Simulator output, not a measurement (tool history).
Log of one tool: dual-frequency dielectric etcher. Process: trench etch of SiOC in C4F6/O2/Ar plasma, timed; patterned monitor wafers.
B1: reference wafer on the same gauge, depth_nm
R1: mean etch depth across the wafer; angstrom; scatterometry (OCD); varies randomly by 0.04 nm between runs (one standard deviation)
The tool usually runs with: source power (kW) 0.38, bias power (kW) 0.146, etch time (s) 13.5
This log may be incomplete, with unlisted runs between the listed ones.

run 1 hour=0 | source_power_(kW)=0.38 bias_power_(kW)=0.146 etch_time_(s)=13.5 | B1=25.9 | R1=260.4
run 2 hour=9.8 | source_power_(kW)=0.38 bias_power_(kW)=0.146 etch_time_(s)=13.5 | B1=25.91 | R1=260.9
run 3 hour=19.3 | source_power_(kW)=0.38 bias_power_(kW)=0.146 etch_time_(s)=13.5 | B1=25.89 | R1=260.7
run 4 hour=55.3 | source_power_(kW)=0.38 bias_power_(kW)=0.146 etch_time_(s)=13.5 | B1=25.9 | R1=259.7
run 5 hour=61.4 | source_power_(kW)=0.38 bias_power_(kW)=0.146 etch_time_(s)=13.5 | B1=25.91 | R1=259.7
run 6 hour=69.4 | source_power_(kW)=0.33 bias_power_(kW)=0.146 etch_time_(s)=13.5 | B1=25.9 | R1=245.1
-- hour=94.7 wet clean of the chamber
-- hour=98.7 gauge calibrated
run 7 hour=115.8 | source_power_(kW)=0.33 bias_power_(kW)=0.146 etch_time_(s)=13.5 | B1=25.9 | R1=254.1
run 8 hour=125.2 | source_power_(kW)=0.33 bias_power_(kW)=0.146 etch_time_(s)=13.5 | B1=25.9 | R1=254.3
run 9 hour=142.7 | source_power_(kW)=0.38 bias_power_(kW)=0.146 etch_time_(s)=13.5 | B1=25.91 | R1=268.9
run 10 hour=157.4 | source_power_(kW)=0.32 bias_power_(kW)=0.158 etch_time_(s)=12 | B1=25.9 | R1=228.2
run 11 hour=174.8 | source_power_(kW)=0.3 bias_power_(kW)=0.146 etch_time_(s)=10 | B1=25.91 | R1=181.1
run 12 hour=191.7 | source_power_(kW)=0.38 bias_power_(kW)=0.155 etch_time_(s)=16.5 | B1=25.9 | R1=332.8
-- hour=195.8 source power generator calibrated
-- hour=213.3 bias power generator calibrated
-- hour=218.8 upper electrode replaced
run 13 hour=219.3 | source_power_(kW)=0.34 bias_power_(kW)=0.164 etch_time_(s)=15 | B1=25.9 | R1=293.8
run 14 hour=224.1 | source_power_(kW)=0.38 bias_power_(kW)=0.146 etch_time_(s)=13.5 | B1=25.9 | R1=267.7
run 15 hour=236.6 | source_power_(kW)=0.38 bias_power_(kW)=0.146 etch_time_(s)=13.5 | B1=25.9 | R1=266.7
run 16 hour=275.7 | source_power_(kW)=0.34 bias_power_(kW)=0.146 etch_time_(s)=11.5 | B1=25.89 | R1=216.7

5 ways to go on from here, each from the tool as it stands after run 16. What would each give?
run A hour=276.1 | source_power_(kW)=0.43 bias_power_(kW)=0.146 etch_time_(s)=13.5 | B1=? | R1=?
run B hour=276.1 | source_power_(kW)=0.43 bias_power_(kW)=0.114 etch_time_(s)=16.5 | B1=? | R1=?
run C hour=276.1 | source_power_(kW)=0.41 bias_power_(kW)=0.146 etch_time_(s)=13.5 | B1=? | R1=?
run D hour=276.1 | source_power_(kW)=0.46 bias_power_(kW)=0.16 etch_time_(s)=17.5 | B1=? | R1=?
run E hour=276.1 | source_power_(kW)=0.46 bias_power_(kW)=0.112 etch_time_(s)=11 | B1=? | R1=?

run=A B1=25.91 R1=279.5
run=B B1=25.91 R1=319
run=C B1=25.91 R1=274.2
run=D B1=25.91 R1=382.2
run=E B1=25.91 R1=217.5
Stripped of hidden state, with their random variation kept, the same runs would have yielded:
run=A R1=281.2
run=B R1=321
run=C R1=276
run=D R1=384.6
run=E R1=218.9
